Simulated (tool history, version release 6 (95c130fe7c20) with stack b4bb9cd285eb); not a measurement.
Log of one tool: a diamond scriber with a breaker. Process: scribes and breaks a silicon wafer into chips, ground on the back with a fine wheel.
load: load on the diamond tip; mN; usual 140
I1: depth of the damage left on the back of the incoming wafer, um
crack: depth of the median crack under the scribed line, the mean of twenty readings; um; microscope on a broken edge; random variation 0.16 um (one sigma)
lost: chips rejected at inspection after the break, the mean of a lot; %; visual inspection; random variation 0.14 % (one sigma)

Run 1, hour 0.0: usual settings but load 173 mN; I1 2.63. Result: crack 15.76 um, lost 5.13 %.
Run 2, hour 25.8: usual settings; I1 1.67. Result: crack 13.88 um, lost 3.75 %.
Run 3, hour 82.7: usual settings; I1 1.83. Result: crack 13.61 um, lost 3.81 %.
Run 4, hour 150.5: usual settings but load 161 mN; I1 2.10. Result: crack 14.69 um, lost 2.52 %.
Run 5, hour 196.5: usual settings but load 161 mN; I1 2.94. Result: crack 14.89 um, lost 3.09 %.
Run 6, hour 266.2: usual settings but load 161 mN; I1 2.18. Result: crack 14.88 um, lost 2.60 %.
At hour 274.4: diamond tip replaced by a new one.
Run 7, hour 305.6: usual settings; I1 2.35. Result: crack 13.62 um, lost 3.94 %.
Run 8, hour 361.4: usual settings but load 117 mN; I1 1.51. Result: crack 12.39 um, lost 14.85 %.
At hour 375.4: load on the tip recalibrated.
Run 9, hour 410.5: usual settings but load 103 mN; I1 2.61. Result: crack 10.55 um, lost 41.00 %.
Run 10, hour 447.1: usual settings but load 161 mN; I1 2.26. Result: crack 14.04 um, lost 2.92 %.
Run 11, hour 486.6: usual settings but load 151 mN; I1 2.10. Result: crack 13.60 um, lost 5.24 %.
At hour 533.0: load on the tip recalibrated, repeated, since the last time left the tool worse.
Run 12, hour 553.7: usual settings but load 126 mN; I1 2.65. Result: crack 13.55 um, lost 5.29 %.
Run 13, hour 593.5: usual settings but load 179 mN; I1 2.31. Result: crack 16.46 um, lost 11.35 %.
Run 14, hour 641.2: usual settings; I1 2.57. Result: crack 14.36 um, lost 2.84 %.
Run 15, hour 670.2: usual settings but load 119 mN; I1 2.06. Result: crack 12.95 um, lost 8.65 %.

Some steps in crack between neighbouring runs. How much of each would the tool show without its hidden state too (settings, what came in, random variation), and how much is left for the hidden state, with any gauge scatter that isn't in both results?
The hidden state here: share of the diamond tip's cutting effectiveness lost through wear, %; deviation of the load on the tip from its setpoint, %.
Run 9 -> 10: load 103 -> 161. crack +3.49 um: hidden state -0.52, all else +4.01.
Run 11 -> 12: load 151 -> 126, load on the tip recalibrated, repeated, since the last time left the tool worse. crack -0.05 um: hidden state +1.78, all else -1.83.
